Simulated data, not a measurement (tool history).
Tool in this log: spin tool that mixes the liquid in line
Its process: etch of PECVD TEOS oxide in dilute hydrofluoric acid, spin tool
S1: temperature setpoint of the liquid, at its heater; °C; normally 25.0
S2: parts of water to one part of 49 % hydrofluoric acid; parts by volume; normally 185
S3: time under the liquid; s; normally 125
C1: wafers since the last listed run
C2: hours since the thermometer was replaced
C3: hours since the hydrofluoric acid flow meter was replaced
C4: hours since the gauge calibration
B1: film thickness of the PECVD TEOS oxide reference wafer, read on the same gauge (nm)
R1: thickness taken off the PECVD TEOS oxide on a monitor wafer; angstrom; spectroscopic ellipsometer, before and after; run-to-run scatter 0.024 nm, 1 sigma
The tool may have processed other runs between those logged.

run     day    S1   S2   S3   C1      C2     C3     C4      B1     R1
  1   0.000  25.0  185  125    0  1186.0  380.4  130.7  110.05   83.0
  2   0.604  25.0  185  125  157  1200.5  394.9  145.2  110.02   83.1
  3   1.042  25.0  185  125  114  1211.0  405.4  155.7  110.00   83.1
  4   1.725  25.0  185  125  178  1227.4  421.8  172.1  109.99   83.8
  5   2.462  25.0  185  125  192  1245.1  439.5  189.8  110.00   83.8
  6   2.933  27.5  185  125  122  1256.4  450.8  201.1  109.99   92.0
  7   3.288  27.5  185  125   92  1264.9  459.3  209.6  110.02   91.7
  8   3.838  27.5  185  125  143  1278.1  472.5  222.8  110.00   91.8
      4.383  -- hydrofluoric acid flow meter replaced
  9   4.462  25.0  185  125  152  1293.1    1.9  237.8  110.00   78.0
 10   5.192  25.0  185  125  190  1310.6   19.4  255.3  110.00   78.3
 11   5.929  25.0  250  125  192  1328.3   37.1  273.0  110.01   54.3
 12   6.429  25.0  185   75  130  1340.3   49.1  285.0  110.02   47.3
      7.008  -- gauge calibrated
 13   8.062  25.0  185  125  426  1379.5   88.3   25.3  110.02   79.1
 14   8.396  25.0  185  180   87  1387.5   96.3   33.3  110.01  114.0
 15   9.138  25.0  185   95  193  1405.3  114.1   51.1  109.97   60.6
 16   9.746  29.0  130  190  158  1419.9  128.7   65.7  110.01  213.7
      9.825  -- thermometer replaced
 17  11.508  25.0  185   85  449    40.4  171.0  108.0  110.00   54.5
 18  11.771  25.0  275  125   68    46.7  177.3  114.3  110.01   49.1
 19  12.308  25.0  185  125  140    59.6  190.2  127.2  109.97   79.8
 20  13.046  25.0  185  125  192    77.3  207.9  144.9  110.01   80.7

3 options for the next run, each taken on its own from the tool as it stands now. Forecast them:
  A  13.067  29.0  185  125   5  77.8  208.4  145.4   ?   ?
  B  13.067  27.0  185  125   5  77.8  208.4  145.4   ?   ?
  C  13.067  28.5  125   75   5  77.8  208.4  145.4   ?   ?

run      B1    R1
  A  109.97  93.0
  B  109.97  86.6
  C  109.97  87.4
What these runs would have given with no unlogged condition in the tool:
run    R1
  A  90.2
  B  83.9
  C  84.8
